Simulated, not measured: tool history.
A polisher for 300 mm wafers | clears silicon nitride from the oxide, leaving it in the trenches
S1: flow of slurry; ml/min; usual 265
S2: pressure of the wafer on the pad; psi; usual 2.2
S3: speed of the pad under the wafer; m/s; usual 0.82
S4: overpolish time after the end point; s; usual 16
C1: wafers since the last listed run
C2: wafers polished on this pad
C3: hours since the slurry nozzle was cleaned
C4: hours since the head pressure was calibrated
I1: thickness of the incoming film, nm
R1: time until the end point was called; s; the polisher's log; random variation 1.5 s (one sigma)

Run 1, day 0.000: usual settings; C1 0; C2 677; C3 530.4; C4 953.7; I1 50.3. Result: R1 89.5 s.
Run 2, day 0.696: usual settings; C1 187; C2 865; C3 547.1; C4 970.4; I1 49.5. Result: R1 93.6 s.
Run 3, day 1.296: usual settings; C1 162; C2 1027; C3 561.5; C4 984.8; I1 50.0. Result: R1 93.2 s.
At day 1.650: worn pad replaced by a new one.
Run 4, day 1.671: usual settings; C1 56; C2 5; C3 570.5; C4 993.8; I1 50.7. Result: R1 86.7 s.
Run 5, day 3.379: usual settings; C1 461; C2 466; C3 611.5; C4 1034.8; I1 48.9. Result: R1 85.7 s.
Run 6, day 3.717: usual settings; C1 91; C2 558; C3 619.6; C4 1042.9; I1 49.8. Result: R1 85.8 s.
Run 7, day 4.462: usual settings; C1 201; C2 759; C3 637.5; C4 1060.8; I1 49.6. Result: R1 91.9 s.
Run 8, day 4.767: usual settings but S3 0.90 m/s; C1 82; C2 841; C3 644.8; C4 1068.1; I1 50.1. Result: R1 82.9 s.
Run 9, day 5.058: usual settings but S3 0.90 m/s; C1 78; C2 920; C3 651.8; C4 1075.1; I1 49.5. Result: R1 83.0 s.
At day 5.458: worn pad replaced by a new one.
Run 10, day 5.492: usual settings but S3 0.90 m/s; C1 72; C2 9; C3 662.2; C4 1085.5; I1 50.2. Result: R1 77.8 s.
Run 11, day 7.012: usual settings but S2 2.0 psi; C1 410; C2 420; C3 698.7; C4 1122.0; I1 49.9. Result: R1 97.2 s.
Run 12, day 7.538: usual settings but S2 2.7 psi, S4 20 s; C1 141; C2 561; C3 711.3; C4 1134.6; I1 50.4. Result: R1 74.2 s.
Run 13, day 7.892: usual settings but S2 2.6 psi, S4 19 s; C1 95; C2 657; C3 719.8; C4 1143.1; I1 50.2. Result: R1 77.2 s.
Run 14, day 8.167: usual settings but S2 2.6 psi, S4 19 s; C1 74; C2 731; C3 726.4; C4 1149.7; I1 49.6. Result: R1 76.5 s.
Run 15, day 8.888: usual settings but S2 2.6 psi, S4 19 s; C1 194; C2 926; C3 743.7; C4 1167.0; I1 49.5. Result: R1 77.7 s.
Run 16, day 9.300: usual settings; C1 111; C2 1037; C3 753.6; C4 1176.9; I1 50.3. Result: R1 91.7 s.
Run 17, day 9.712: usual settings but S3 0.68 m/s; C1 111; C2 1149; C3 763.5; C4 1186.8; I1 50.0. Result: R1 115.7 s.
At day 10.092: worn pad replaced by a new one.
Run 18, day 10.112: usual settings; C1 63; C2 5; C3 773.1; C4 1196.4; I1 49.5. Result: R1 84.6 s.
Run 19, day 10.692: usual settings; C1 156; C2 162; C3 787.0; C4 1210.3; I1 50.8. Result: R1 85.9 s.
Run 20, day 11.125: usual settings but S1 230 ml/min, S2 2.5 psi, S3 0.56 m/s, S4 21 s; C1 117; C2 279; C3 797.4; C4 1220.7; I1 50.0. Result: R1 114.8 s.
Run 21, day 11.442: usual settings but S2 1.7 psi; C1 85; C2 364; C3 805.0; C4 1228.3; I1 50.1. Result: R1 113.2 s.
Run 22, day 12.146: usual settings but S1 295 ml/min, S2 2.6 psi, S3 0.66 m/s; C1 190; C2 554; C3 821.9; C4 1245.2; I1 49.3. Result: R1 95.6 s.
Run 23, day 12.721: usual settings; C1 155; C2 710; C3 835.7; C4 1259.0; I1 50.2. Result: R1 93.4 s.
At day 13.167: head pressure recalibrated.
Run 24, day 13.229: usual settings; C1 114; C2 824; C3 847.9; C4 1.5; I1 50.6. Result: R1 92.6 s.
At day 13.804: worn pad replaced by a new one.
Run 25, day 13.908: usual settings but S1 185 ml/min, S2 1.8 psi; C1 138; C2 28; C3 864.2; C4 17.8; I1 49.9. Result: R1 110.0 s.
Run 26, day 14.367: usual settings; C1 123; C2 152; C3 875.2; C4 28.8; I1 49.2. Result: R1 85.8 s.
Run 27, day 14.758: usual settings but S1 345 ml/min, S2 2.8 psi, S4 8 s; C1 105; C2 258; C3 884.6; C4 38.2; I1 50.1. Result: R1 68.9 s.
Run 28, day 15.488: usual settings; C1 196; C2 454; C3 902.1; C4 55.7; I1 50.4. Result: R1 92.8 s.
Run 29, day 16.154: usual settings but S1 210 ml/min, S4 24 s; C1 180; C2 635; C3 918.1; C4 71.7; I1 49.7. Result: R1 94.9 s.
Run 30, day 16.650: usual settings; C1 133; C2 768; C3 930.0; C4 83.6; I1 49.8. Result: R1 92.5 s.
At day 17.046: slurry nozzle cleaned.
Run 31, day 17.367: usual settings; C1 182; C2 951; C3 7.7; C4 100.8; I1 50.1. Result: R1 91.9 s.
Run 32, day 17.917: usual settings but S1 290 ml/min, S3 1.04 m/s, S4 23 s; C1 148; C2 1099; C3 20.9; C4 114.0; I1 50.5. Result: R1 76.2 s.
At day 18.325: worn pad replaced by a new one.
Run 33, day 18.346: usual settings but S1 325 ml/min, S3 0.72 m/s, S4 10 s; C1 70; C2 5; C3 31.2; C4 124.3; I1 49.8. Result: R1 93.8 s.
Run 34, day 18.700: usual settings but S4 23 s; C1 95; C2 101; C3 39.7; C4 132.8; I1 49.9. Result: R1 85.2 s.
Run 35, day 19.088: usual settings but S4 7 s; C1 104; C2 206; C3 49.0; C4 142.1; I1 50.4. Result: R1 87.5 s.
Run 36, day 19.562: usual settings but S1 205 ml/min, S2 1.6 psi, S3 0.60 m/s, S4 21 s; C1 128; C2 334; C3 60.4; C4 153.5; I1 49.8. Result: R1 165.3 s.
Run 37, day 19.871: usual settings but S2 1.8 psi, S3 0.98 m/s; C1 83; C2 417; C3 67.8; C4 160.9; I1 49.9. Result: R1 91.4 s.
Run 38, day 21.754: usual settings but S2 1.9 psi, S3 0.62 m/s; C1 508; C2 926; C3 113.0; C4 206.1; I1 49.9. Result: R1 147.0 s.

3 ways to go on from here, each from the tool as it stands after run 38. What would each give?
Run A, day 21.775: usual settings; C1 5; C2 932; C3 113.5; C4 206.6; I1 50.4. Result: R1 ?.
Run B, day 21.775: usual settings but S1 220 ml/min, S4 25 s; C1 5; C2 932; C3 113.5; C4 206.6; I1 50.4. Result: R1 ?.
Run C, day 21.775: usual settings but S3 1.00 m/s; C1 5; C2 932; C3 113.5; C4 206.6; I1 50.4. Result: R1 ?.

run    R1
  A  95.1
  B  97.0
  C  77.9
Without the tool's hidden state the same runs would have given:
run    R1
  A  85.1
  B  86.8
  C  69.8
